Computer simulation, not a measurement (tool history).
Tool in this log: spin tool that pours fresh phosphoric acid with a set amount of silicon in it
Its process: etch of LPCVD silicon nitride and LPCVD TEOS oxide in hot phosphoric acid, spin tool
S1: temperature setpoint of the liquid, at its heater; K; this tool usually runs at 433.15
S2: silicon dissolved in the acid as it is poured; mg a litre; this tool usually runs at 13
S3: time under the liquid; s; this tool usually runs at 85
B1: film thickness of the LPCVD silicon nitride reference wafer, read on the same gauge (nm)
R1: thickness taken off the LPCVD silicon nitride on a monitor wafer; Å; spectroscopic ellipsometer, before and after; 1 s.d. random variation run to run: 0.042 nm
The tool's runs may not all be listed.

run   hour      S1    S2   S3      B1    R1
  1      0  433.15    13   85  139.98  76.5
       2.5  -- gauge calibrated
  2   56.3  433.15    13   95     140    86
  3   81.9  433.15    13   95  140.01  86.3
  4  122.3  433.15    13   95  139.97  85.6
  5  165.2  433.15     8   65  139.99  59.4
  6  201.7  433.15     8   65     140  58.5
  7    249  433.15     8   65  139.98    59
  8  315.8  433.15    13   85  140.02  77.2
     325.7  -- heated supply line repaired
     336.6  -- thermometer replaced
  9  384.1  433.15    13   85  139.99  70.6
 10  442.4  433.15    13   85  139.98  71.4
 11  467.3  430.15    13   50  140.03  37.8
 12  532.8  434.65   4.5   85  139.94  74.6
 13  568.7  433.15    13   85  140.03  71.6
     610.3  -- dissolved silicon flow meter replaced
 14  628.4  433.15    13   85  140.04  71.5
 15  675.6  431.65  21.5   55  140.04  44.2
 16  717.5  432.15  20.5   85  140.04  69.4
     758.5  -- gauge calibrated
 17  764.6  434.65     6   55  140.02  49.2
 18  814.5  433.15    23  105  140.01  88.6
 19  879.5  433.15    13   85  140.05  71.8
 20  949.6  433.15   4.5   85  139.95  71.7

Alternative continuations, all from the tool just after run 20; predict every row:
  A   950  433.15    13  85   ?   ?
  B   950  434.15   4.5  50   ?   ?
  C   950  435.15  20.5  60   ?   ?

run      B1    R1
  A  140.04  71.7
  B  140.04  43.6
  C  140.04  54.1
With no hidden state in the tool, these same runs would have given:
run    R1
  A  70.1
  B  42.6
  C  52.9

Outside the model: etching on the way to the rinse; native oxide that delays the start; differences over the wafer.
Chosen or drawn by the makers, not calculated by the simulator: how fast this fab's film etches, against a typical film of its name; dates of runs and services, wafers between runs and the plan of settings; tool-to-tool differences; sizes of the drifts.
